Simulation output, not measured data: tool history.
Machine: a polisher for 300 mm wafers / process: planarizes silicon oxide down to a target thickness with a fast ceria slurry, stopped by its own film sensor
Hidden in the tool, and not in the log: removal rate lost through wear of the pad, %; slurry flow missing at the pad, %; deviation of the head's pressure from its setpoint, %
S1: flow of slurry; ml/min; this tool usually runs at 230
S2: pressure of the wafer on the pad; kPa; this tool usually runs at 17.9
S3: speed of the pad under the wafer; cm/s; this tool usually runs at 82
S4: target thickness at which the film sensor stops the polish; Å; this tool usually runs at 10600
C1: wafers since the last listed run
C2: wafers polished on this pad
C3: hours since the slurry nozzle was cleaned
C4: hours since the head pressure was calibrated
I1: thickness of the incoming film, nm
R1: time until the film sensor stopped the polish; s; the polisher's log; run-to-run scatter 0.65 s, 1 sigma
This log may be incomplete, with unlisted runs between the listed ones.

run 1 hour=0 | S1=185 S2=17.9 S3=82 S4=10600 | C1=0 C2=7195 C3=96.2 C4=267.6 | I1=1666.6 | R1=59.7
run 2 hour=53.9 | S1=230 S2=17.9 S3=82 S4=10600 | C1=651 C2=7846 C3=150.1 C4=321.5 | I1=1665.8 | R1=58.1
run 3 hour=149.8 | S1=230 S2=17.9 S3=82 S4=10600 | C1=1159 C2=9005 C3=246 C4=417.4 | I1=1699.7 | R1=62.6
-- hour=161 worn pad replaced by a new one
run 4 hour=241.6 | S1=230 S2=17.9 S3=82 S4=10600 | C1=1061 C2=973 C3=337.8 C4=509.2 | I1=1685.1 | R1=56.7
run 5 hour=304 | S1=230 S2=17.9 S3=82 S4=10600 | C1=754 C2=1728 C3=400.2 C4=571.6 | I1=1718.4 | R1=60.1
run 6 hour=367.4 | S1=230 S2=17.9 S3=82 S4=10600 | C1=766 C2=2494 C3=463.6 C4=635 | I1=1695.9 | R1=59.2
run 7 hour=441.8 | S1=230 S2=17.9 S3=82 S4=10600 | C1=899 C2=3393 C3=538 C4=709.4 | I1=1678.6 | R1=56.3
-- hour=614.1 slurry nozzle cleaned
-- hour=642.4 head pressure recalibrated
run 8 hour=745.1 | S1=230 S2=17.9 S3=82 S4=10600 | C1=3629 C2=7023 C3=131 C4=102.7 | I1=1676.8 | R1=59.7
run 9 hour=837.5 | S1=230 S2=17.9 S3=82 S4=11560 | C1=1116 C2=8140 C3=223.4 C4=195.1 | I1=1665 | R1=49.7
-- hour=913.4 worn pad replaced by a new one
run 10 hour=941.8 | S1=230 S2=17.9 S3=82 S4=11560 | C1=1212 C2=342 C3=327.7 C4=299.4 | I1=1683.6 | R1=47.2
run 11 hour=1024.1 | S1=230 S2=17.9 S3=82 S4=10600 | C1=994 C2=1337 C3=410 C4=381.7 | I1=1701.2 | R1=58.8
run 12 hour=1103 | S1=230 S2=21.4 S3=82 S4=11080 | C1=953 C2=2291 C3=488.9 C4=460.6 | I1=1658 | R1=42.3
run 13 hour=1175.1 | S1=230 S2=21.4 S3=82 S4=11080 | C1=871 C2=3162 C3=561 C4=532.7 | I1=1688.9 | R1=45
run 14 hour=1257.9 | S1=250 S2=17.9 S3=82 S4=10600 | C1=1000 C2=4163 C3=643.8 C4=615.5 | I1=1694.2 | R1=56.7
run 15 hour=1296.6 | S1=250 S2=17.9 S3=82 S4=10600 | C1=467 C2=4631 C3=682.5 C4=654.2 | I1=1684.5 | R1=57.3
run 16 hour=1397.5 | S1=250 S2=17.9 S3=82 S4=10600 | C1=1219 C2=5850 C3=783.4 C4=755.1 | I1=1685.2 | R1=58.6
-- hour=1416.3 slurry nozzle cleaned
run 17 hour=1481.3 | S1=230 S2=21.4 S3=82 S4=11080 | C1=1000 C2=6851 C3=65 C4=838.9 | I1=1697.2 | R1=47.4
-- hour=1541.1 worn pad replaced by a new one
run 18 hour=1545.6 | S1=230 S2=17.9 S3=82 S4=10600 | C1=728 C2=54 C3=129.3 C4=903.2 | I1=1690.7 | R1=56.8
run 19 hour=1635.4 | S1=160 S2=24.1 S3=94 S4=12140 | C1=1085 C2=1139 C3=219.1 C4=993 | I1=1678.7 | R1=29.8
run 20 hour=1723.4 | S1=230 S2=17.9 S3=82 S4=12370 | C1=1063 C2=2203 C3=307.1 C4=1081 | I1=1701.8 | R1=43.5

Run 21, settings as shown, results not yet in. Your forecast:
-- hour=1794.8 head pressure recalibrated
run 21 hour=1795.3 | S1=230 S2=17.9 S3=82 S4=10600 | C1=844 C2=3048 C3=379 C4=0.5 | I1=1678 | R1=?

For run 21 the tool returned R1 58.1 s.
Were there no unlogged condition in the tool, this run, its random variation unchanged, would have produced R1 55.9 s.
